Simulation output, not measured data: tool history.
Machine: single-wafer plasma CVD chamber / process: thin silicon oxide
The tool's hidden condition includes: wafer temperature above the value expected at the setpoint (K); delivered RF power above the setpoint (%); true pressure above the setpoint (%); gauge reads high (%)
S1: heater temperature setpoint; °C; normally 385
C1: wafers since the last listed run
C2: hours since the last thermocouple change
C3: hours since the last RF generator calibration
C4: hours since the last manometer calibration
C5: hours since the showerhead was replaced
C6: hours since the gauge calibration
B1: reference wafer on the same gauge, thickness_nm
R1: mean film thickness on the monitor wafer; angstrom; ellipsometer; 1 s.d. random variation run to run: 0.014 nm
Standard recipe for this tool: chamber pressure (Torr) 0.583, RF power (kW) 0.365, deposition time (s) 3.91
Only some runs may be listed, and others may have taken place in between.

{"run": 1, "hour": 0.0, "S1": 385, "chamber pressure (Torr)": 0.583, "RF power (kW)": 0.365, "deposition time (s)": 3.91, "C1": 0, "C2": 1221.1, "C3": 1864.2, "C4": 1885.9, "C5": 3385.7, "C6": 250.4, "B1": 4.552, "R1": 59.6}
{"run": 2, "hour": 8.3, "S1": 385, "chamber pressure (Torr)": 0.583, "RF power (kW)": 0.365, "deposition time (s)": 3.91, "C1": 152, "C2": 1229.4, "C3": 1872.5, "C4": 1894.2, "C5": 3394, "C6": 258.7, "B1": 4.552, "R1": 59.52}
{"run": 3, "hour": 37.2, "S1": 385, "chamber pressure (Torr)": 0.583, "RF power (kW)": 0.365, "deposition time (s)": 3.45, "C1": 530, "C2": 1258.3, "C3": 1901.4, "C4": 1923.1, "C5": 3422.9, "C6": 287.6, "B1": 4.55, "R1": 52.53}
{"run": 4, "hour": 73.5, "S1": 385, "chamber pressure (Torr)": 0.583, "RF power (kW)": 0.365, "deposition time (s)": 3.45, "C1": 666, "C2": 1294.6, "C3": 1937.7, "C4": 1959.4, "C5": 3459.2, "C6": 323.9, "B1": 4.549, "R1": 52.88}
{"run": 5, "hour": 90.1, "S1": 385, "chamber pressure (Torr)": 0.583, "RF power (kW)": 0.365, "deposition time (s)": 3.91, "C1": 304, "C2": 1311.2, "C3": 1954.3, "C4": 1976, "C5": 3475.8, "C6": 340.5, "B1": 4.548, "R1": 59.61}
{"run": 6, "hour": 104.2, "S1": 385, "chamber pressure (Torr)": 0.583, "RF power (kW)": 0.365, "deposition time (s)": 3.91, "C1": 258, "C2": 1325.3, "C3": 1968.4, "C4": 1990.1, "C5": 3489.9, "C6": 354.6, "B1": 4.55, "R1": 59.65}
{"hour": 158.8, "done": "showerhead replaced, of another model than before"}
{"run": 7, "hour": 159.3, "S1": 385, "chamber pressure (Torr)": 0.583, "RF power (kW)": 0.365, "deposition time (s)": 3.91, "C1": 864, "C2": 1380.4, "C3": 2023.5, "C4": 2045.2, "C5": 0.5, "C6": 409.7, "B1": 4.549, "R1": 59.31}
{"run": 8, "hour": 169.5, "S1": 385, "chamber pressure (Torr)": 0.583, "RF power (kW)": 0.365, "deposition time (s)": 3.91, "C1": 187, "C2": 1390.6, "C3": 2033.7, "C4": 2055.4, "C5": 10.7, "C6": 419.9, "B1": 4.548, "R1": 59.26}
{"hour": 174.0, "done": "gauge calibrated"}
{"hour": 193.9, "done": "thermocouple changed; heater temperature recalibrated"}
{"run": 9, "hour": 205.0, "S1": 385, "chamber pressure (Torr)": 0.583, "RF power (kW)": 0.365, "deposition time (s)": 3.91, "C1": 504, "C2": 11.1, "C3": 2069.2, "C4": 2090.9, "C5": 46.2, "C6": 31, "B1": 4.551, "R1": 59.26}
{"hour": 222.3, "done": "RF generator calibrated"}
{"run": 10, "hour": 222.8, "S1": 385, "chamber pressure (Torr)": 0.583, "RF power (kW)": 0.365, "deposition time (s)": 3.91, "C1": 179, "C2": 28.9, "C3": 0.5, "C4": 2108.7, "C5": 64, "C6": 48.8, "B1": 4.551, "R1": 59.11}
{"run": 11, "hour": 231.8, "S1": 385, "chamber pressure (Torr)": 0.583, "RF power (kW)": 0.365, "deposition time (s)": 3.91, "C1": 165, "C2": 37.9, "C3": 9.5, "C4": 2117.7, "C5": 73, "C6": 57.8, "B1": 4.548, "R1": 59.08}
{"run": 12, "hour": 241.0, "S1": 385, "chamber pressure (Torr)": 0.583, "RF power (kW)": 0.39, "deposition time (s)": 3.43, "C1": 168, "C2": 47.1, "C3": 18.7, "C4": 2126.9, "C5": 82.2, "C6": 67, "B1": 4.55, "R1": 52.87}
{"run": 13, "hour": 256.3, "S1": 385, "chamber pressure (Torr)": 0.512, "RF power (kW)": 0.365, "deposition time (s)": 4.17, "C1": 280, "C2": 62.4, "C3": 34, "C4": 2142.2, "C5": 97.5, "C6": 82.3, "B1": 4.549, "R1": 57.32}
{"run": 14, "hour": 268.4, "S1": 385, "chamber pressure (Torr)": 0.583, "RF power (kW)": 0.365, "deposition time (s)": 3.91, "C1": 222, "C2": 74.5, "C3": 46.1, "C4": 2154.3, "C5": 109.6, "C6": 94.4, "B1": 4.552, "R1": 59.48}
{"run": 15, "hour": 282.5, "S1": 390, "chamber pressure (Torr)": 0.631, "RF power (kW)": 0.31, "deposition time (s)": 4.4, "C1": 258, "C2": 88.6, "C3": 60.2, "C4": 2168.4, "C5": 123.7, "C6": 108.5, "B1": 4.549, "R1": 67.28}
{"hour": 298.7, "done": "capacitance manometer re-zeroed and calibrated"}
{"run": 16, "hour": 299.2, "S1": 385, "chamber pressure (Torr)": 0.583, "RF power (kW)": 0.365, "deposition time (s)": 3.91, "C1": 159, "C2": 105.3, "C3": 76.9, "C4": 0.5, "C5": 140.4, "C6": 125.2, "B1": 4.551, "R1": 57.19}
{"run": 17, "hour": 309.9, "S1": 385, "chamber pressure (Torr)": 0.718, "RF power (kW)": 0.42, "deposition time (s)": 3.91, "C1": 196, "C2": 116, "C3": 87.6, "C4": 11.2, "C5": 151.1, "C6": 135.9, "B1": 4.55, "R1": 70.15}
{"run": 18, "hour": 325.5, "S1": 385, "chamber pressure (Torr)": 0.721, "RF power (kW)": 0.415, "deposition time (s)": 4.66, "C1": 286, "C2": 131.6, "C3": 103.2, "C4": 26.8, "C5": 166.7, "C6": 151.5, "B1": 4.548, "R1": 83.36}
{"run": 19, "hour": 342.3, "S1": 385, "chamber pressure (Torr)": 0.684, "RF power (kW)": 0.315, "deposition time (s)": 4.59, "C1": 308, "C2": 148.4, "C3": 120, "C4": 43.6, "C5": 183.5, "C6": 168.3, "B1": 4.547, "R1": 72.71}
{"run": 20, "hour": 348.6, "S1": 385, "chamber pressure (Torr)": 0.583, "RF power (kW)": 0.365, "deposition time (s)": 3.91, "C1": 115, "C2": 154.7, "C3": 126.3, "C4": 49.9, "C5": 189.8, "C6": 174.6, "B1": 4.549, "R1": 57.29}
{"run": 21, "hour": 365.4, "S1": 380, "chamber pressure (Torr)": 0.671, "RF power (kW)": 0.415, "deposition time (s)": 3.91, "C1": 308, "C2": 171.5, "C3": 143.1, "C4": 66.7, "C5": 206.6, "C6": 191.4, "B1": 4.55, "R1": 66.32}
{"run": 22, "hour": 380.2, "S1": 385, "chamber pressure (Torr)": 0.449, "RF power (kW)": 0.365, "deposition time (s)": 3.91, "C1": 271, "C2": 186.3, "C3": 157.9, "C4": 81.5, "C5": 221.4, "C6": 206.2, "B1": 4.547, "R1": 47.26}
{"run": 23, "hour": 396.5, "S1": 385, "chamber pressure (Torr)": 0.583, "RF power (kW)": 0.365, "deposition time (s)": 3.91, "C1": 299, "C2": 202.6, "C3": 174.2, "C4": 97.8, "C5": 237.7, "C6": 222.5, "B1": 4.551, "R1": 57.3}

Forecast each of these 3 alternatives for the next run:
{"run": "A", "hour": 396.9, "S1": 385, "chamber pressure (Torr)": 0.583, "RF power (kW)": 0.365, "deposition time (s)": 3.91, "C1": 7, "C2": 203, "C3": 174.6, "C4": 98.2, "C5": 238.1, "C6": 222.9, "B1": "?", "R1": "?"}
{"run": "B", "hour": 396.9, "S1": 385, "chamber pressure (Torr)": 0.667, "RF power (kW)": 0.365, "deposition time (s)": 4.29, "C1": 7, "C2": 203, "C3": 174.6, "C4": 98.2, "C5": 238.1, "C6": 222.9, "B1": "?", "R1": "?"}
{"run": "C", "hour": 396.9, "S1": 385, "chamber pressure (Torr)": 0.439, "RF power (kW)": 0.41, "deposition time (s)": 3.91, "C1": 7, "C2": 203, "C3": 174.6, "C4": 98.2, "C5": 238.1, "C6": 222.9, "B1": "?", "R1": "?"}

run=A B1=4.551 R1=57.3
run=B B1=4.551 R1=69.73
run=C B1=4.551 R1=47.99
Without the tool's hidden state the same runs would have given:
run=A R1=56.68
run=B R1=68.98
run=C R1=47.46
